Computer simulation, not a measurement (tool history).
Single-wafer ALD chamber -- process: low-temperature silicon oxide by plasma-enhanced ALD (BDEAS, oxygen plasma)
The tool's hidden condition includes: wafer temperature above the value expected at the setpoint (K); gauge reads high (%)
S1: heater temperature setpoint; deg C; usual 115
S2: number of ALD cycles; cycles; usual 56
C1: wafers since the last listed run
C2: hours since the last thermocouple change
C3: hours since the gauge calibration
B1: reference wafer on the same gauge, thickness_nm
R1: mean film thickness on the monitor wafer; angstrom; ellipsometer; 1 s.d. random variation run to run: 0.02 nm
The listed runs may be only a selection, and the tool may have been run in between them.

run 1 hour=0.0 | S1=115 S2=56 | C1=0 C2=505.9 C3=1899.7 | B1=7.566 | R1=79.75
-- hour=31.2 gauge calibrated
run 2 hour=49.1 | S1=115 S2=56 | C1=315 C2=555.0 C3=17.9 | B1=7.574 | R1=79.52
run 3 hour=152.8 | S1=106 S2=56 | C1=666 C2=658.7 C3=121.6 | B1=7.569 | R1=80.89
run 4 hour=251.4 | S1=106 S2=56 | C1=633 C2=757.3 C3=220.2 | B1=7.569 | R1=80.56
run 5 hour=324.3 | S1=110 S2=56 | C1=468 C2=830.2 C3=293.1 | B1=7.574 | R1=80.20
run 6 hour=386.8 | S1=110 S2=56 | C1=401 C2=892.7 C3=355.6 | B1=7.577 | R1=80.53
run 7 hour=426.8 | S1=110 S2=56 | C1=257 C2=932.7 C3=395.6 | B1=7.570 | R1=80.33
run 8 hour=483.6 | S1=115 S2=51 | C1=364 C2=989.5 C3=452.4 | B1=7.572 | R1=72.23
run 9 hour=568.6 | S1=115 S2=56 | C1=546 C2=1074.5 C3=537.4 | B1=7.576 | R1=79.33
run 10 hour=652.5 | S1=115 S2=56 | C1=539 C2=1158.4 C3=621.3 | B1=7.571 | R1=79.18
run 11 hour=747.5 | S1=115 S2=56 | C1=610 C2=1253.4 C3=716.3 | B1=7.567 | R1=79.34
run 12 hour=784.9 | S1=109 S2=56 | C1=240 C2=1290.8 C3=753.7 | B1=7.578 | R1=80.35
run 13 hour=836.8 | S1=109 S2=56 | C1=333 C2=1342.7 C3=805.6 | B1=7.578 | R1=80.26
run 14 hour=909.5 | S1=109 S2=56 | C1=467 C2=1415.4 C3=878.3 | B1=7.563 | R1=80.00
run 15 hour=1003.8 | S1=115 S2=56 | C1=605 C2=1509.7 C3=972.6 | B1=7.572 | R1=78.99
run 16 hour=1113.0 | S1=115 S2=56 | C1=701 C2=1618.9 C3=1081.8 | B1=7.570 | R1=78.80
run 17 hour=1152.8 | S1=115 S2=56 | C1=255 C2=1658.7 C3=1121.6 | B1=7.573 | R1=78.83
run 18 hour=1206.4 | S1=104 S2=49 | C1=344 C2=1712.3 C3=1175.2 | B1=7.569 | R1=70.53
run 19 hour=1255.0 | S1=104 S2=49 | C1=312 C2=1760.9 C3=1223.8 | B1=7.567 | R1=70.65
run 20 hour=1331.1 | S1=124 S2=56 | C1=488 C2=1837.0 C3=1299.9 | B1=7.569 | R1=77.52
run 21 hour=1395.9 | S1=115 S2=56 | C1=416 C2=1901.8 C3=1364.7 | B1=7.568 | R1=78.64
run 22 hour=1479.8 | S1=127 S2=56 | C1=539 C2=1985.7 C3=1448.6 | B1=7.574 | R1=76.67
run 23 hour=1587.7 | S1=115 S2=56 | C1=693 C2=2093.6 C3=1556.5 | B1=7.575 | R1=78.52
run 24 hour=1660.8 | S1=102 S2=56 | C1=469 C2=2166.7 C3=1629.6 | B1=7.572 | R1=80.71
run 25 hour=1759.1 | S1=108 S2=64 | C1=631 C2=2265.0 C3=1727.9 | B1=7.576 | R1=91.13
run 26 hour=1815.5 | S1=103 S2=60 | C1=362 C2=2321.4 C3=1784.3 | B1=7.568 | R1=86.54

Forecast run 27:
-- hour=1908.7 gauge calibrated
run 27 hour=1970.6 | S1=115 S2=56 | C1=996 C2=2476.5 C3=61.9 | B1=? | R1=?

Run 27 produced B1 7.570, R1 78.17 angstrom.
Were there no unlogged condition in the tool, this run, its random variation unchanged, would have produced R1 79.09 angstrom.
